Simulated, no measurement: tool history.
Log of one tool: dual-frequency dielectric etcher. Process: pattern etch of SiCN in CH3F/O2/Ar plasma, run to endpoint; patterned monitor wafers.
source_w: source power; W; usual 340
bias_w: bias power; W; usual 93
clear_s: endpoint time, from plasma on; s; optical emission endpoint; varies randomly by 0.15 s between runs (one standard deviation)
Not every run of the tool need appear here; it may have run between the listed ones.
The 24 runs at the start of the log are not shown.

| run | hour | source_w | bias_w | incoming incoming film thickness, nm | clear_s |
|---|---|---|---|---|---|
| 25 | 259.9 | 360 | 93 | 8.75 | 24.6 |
|  | 269.4 | source power generator calibrated |
| 26 | 310.5 | 340 | 93 | 8.66 | 25.1 |
| 27 | 321.3 | 320 | 80 | 8.67 | 26.8 |
| 28 | 335.6 | 340 | 93 | 8.68 | 25.2 |
| 29 | 356.8 | 320 | 111 | 8.72 | 25.2 |
| 30 | 366.0 | 340 | 93 | 8.70 | 25.5 |
| 31 | 382.3 | 410 | 80 | 8.68 | 24.3 |
| 32 | 398.0 | 340 | 93 | 8.67 | 25.5 |
| 33 | 442.9 | 260 | 93 | 8.68 | 28.9 |
| 34 | 454.7 | 340 | 93 | 8.81 | 26.0 |

Branching from run 34: 3 alternative next runs. What would each branch give?
| A | 455.1 | 340 | 73 | 8.72 | ? |
| B | 455.1 | 380 | 71 | 8.72 | ? |
| C | 455.1 | 270 | 82 | 8.72 | ? |

| run | clear_s |
|---|---|
| A | 27.1 |
| B | 26.0 |
| C | 29.4 |
With the hidden condition removed and each run's random variation left untouched, the same runs would have given:
| run | clear_s |
|---|---|
| A | 26.5 |
| B | 25.4 |
| C | 28.8 |
